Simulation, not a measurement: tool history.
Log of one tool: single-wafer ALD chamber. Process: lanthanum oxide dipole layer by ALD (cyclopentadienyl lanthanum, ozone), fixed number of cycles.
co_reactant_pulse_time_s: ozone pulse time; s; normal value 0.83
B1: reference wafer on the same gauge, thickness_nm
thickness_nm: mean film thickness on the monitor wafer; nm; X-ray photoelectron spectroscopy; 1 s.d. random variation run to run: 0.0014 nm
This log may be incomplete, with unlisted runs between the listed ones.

Run 1, hour 0.0: usual settings but co_reactant_pulse_time_s 1.03 s; B1 0.474. Result: thickness_nm 0.471 nm.
Run 2, hour 26.2: usual settings but co_reactant_pulse_time_s 1.03 s; B1 0.473. Result: thickness_nm 0.468 nm.
Run 3, hour 65.5: usual settings but co_reactant_pulse_time_s 1.03 s; B1 0.473. Result: thickness_nm 0.472 nm.
Run 4, hour 117.4: usual settings but co_reactant_pulse_time_s 0.66 s; B1 0.472. Result: thickness_nm 0.402 nm.
Run 5, hour 144.2: usual settings but co_reactant_pulse_time_s 0.66 s; B1 0.472. Result: thickness_nm 0.400 nm.
At hour 173.3: gauge calibrated.
Run 6, hour 184.6: usual settings but co_reactant_pulse_time_s 0.66 s; B1 0.486. Result: thickness_nm 0.412 nm.
Run 7, hour 239.9: usual settings but co_reactant_pulse_time_s 0.65 s; B1 0.485. Result: thickness_nm 0.408 nm.
Run 8, hour 294.2: usual settings but co_reactant_pulse_time_s 1.08 s; B1 0.484. Result: thickness_nm 0.488 nm.
Run 9, hour 326.7: usual settings but co_reactant_pulse_time_s 1.08 s; B1 0.484. Result: thickness_nm 0.486 nm.
Run 10, hour 374.1: usual settings but co_reactant_pulse_time_s 1.08 s; B1 0.482. Result: thickness_nm 0.488 nm.
At hour 418.4: showerhead replaced.
At hour 445.9: ozone generator serviced.
Run 11, hour 495.5: usual settings; B1 0.481. Result: thickness_nm 0.450 nm.
Run 12, hour 543.9: usual settings; B1 0.480. Result: thickness_nm 0.445 nm.
Run 13, hour 613.3: usual settings; B1 0.480. Result: thickness_nm 0.447 nm.
Run 14, hour 650.9: usual settings; B1 0.479. Result: thickness_nm 0.445 nm.
Run 15, hour 717.0: usual settings but co_reactant_pulse_time_s 1.01 s; B1 0.477. Result: thickness_nm 0.472 nm.
Run 16, hour 758.4: usual settings but co_reactant_pulse_time_s 0.72 s; B1 0.477. Result: thickness_nm 0.420 nm.
At hour 795.8: thermocouple changed; heater temperature recalibrated.
Run 17, hour 830.0: usual settings; B1 0.476. Result: thickness_nm 0.441 nm.
Run 18, hour 884.1: usual settings; B1 0.476. Result: thickness_nm 0.443 nm.
Run 19, hour 910.3: usual settings; B1 0.475. Result: thickness_nm 0.442 nm.
Run 20, hour 976.7: usual settings; B1 0.474. Result: thickness_nm 0.439 nm.
Run 21, hour 1014.4: usual settings but co_reactant_pulse_time_s 0.98 s; B1 0.474. Result: thickness_nm 0.464 nm.
At hour 1024.8: ozone generator serviced.
Run 22, hour 1069.8: usual settings but co_reactant_pulse_time_s 0.92 s; B1 0.473. Result: thickness_nm 0.454 nm.
Run 23, hour 1107.3: usual settings but co_reactant_pulse_time_s 0.64 s; B1 0.472. Result: thickness_nm 0.397 nm.
Run 24, hour 1145.2: usual settings but co_reactant_pulse_time_s 1.14 s; B1 0.472. Result: thickness_nm 0.482 nm.
At hour 1180.6: gauge calibrated.
Run 25, hour 1208.7: usual settings; B1 0.481. Result: thickness_nm 0.447 nm.
Run 26, hour 1252.4: usual settings; B1 0.481. Result: thickness_nm 0.447 nm.
Run 27, hour 1323.7: usual settings but co_reactant_pulse_time_s 0.70 s; B1 0.480. Result: thickness_nm 0.419 nm.
Run 28, hour 1348.8: usual settings but co_reactant_pulse_time_s 1.06 s; B1 0.480. Result: thickness_nm 0.480 nm.
Run 29, hour 1402.4: usual settings but co_reactant_pulse_time_s 0.96 s; B1 0.478. Result: thickness_nm 0.465 nm.
Run 30, hour 1445.9: usual settings but co_reactant_pulse_time_s 1.03 s; B1 0.479. Result: thickness_nm 0.473 nm.
Run 31, hour 1511.9: usual settings but co_reactant_pulse_time_s 0.98 s; B1 0.476. Result: thickness_nm 0.468 nm.
Run 32, hour 1568.3: usual settings; B1 0.477. Result: thickness_nm 0.441 nm.
Run 33, hour 1614.5: usual settings but co_reactant_pulse_time_s 0.52 s; B1 0.476. Result: thickness_nm 0.366 nm.
Run 34, hour 1643.5: usual settings but co_reactant_pulse_time_s 1.12 s; B1 0.476. Result: thickness_nm 0.484 nm.
At hour 1710.4: ozone generator serviced.
Run 35, hour 1710.9: usual settings but co_reactant_pulse_time_s 0.50 s; B1 0.474. Result: thickness_nm 0.359 nm.

Alternative continuations, all from the tool just after run 35; predict every row:
Run A, hour 1711.3: usual settings; B1 ?. Result: thickness_nm ?.
Run B, hour 1711.3: usual settings but co_reactant_pulse_time_s 0.94 s; B1 ?. Result: thickness_nm ?.
Run C, hour 1711.3: usual settings but co_reactant_pulse_time_s 0.69 s; B1 ?. Result: thickness_nm ?.

run     B1  thickness_nm
  A  0.474         0.441
  B  0.474         0.459
  C  0.474         0.412
Stripped of hidden state, with their random variation kept, the same runs would have yielded:
run  thickness_nm
  A         0.450
  B         0.469
  C         0.420

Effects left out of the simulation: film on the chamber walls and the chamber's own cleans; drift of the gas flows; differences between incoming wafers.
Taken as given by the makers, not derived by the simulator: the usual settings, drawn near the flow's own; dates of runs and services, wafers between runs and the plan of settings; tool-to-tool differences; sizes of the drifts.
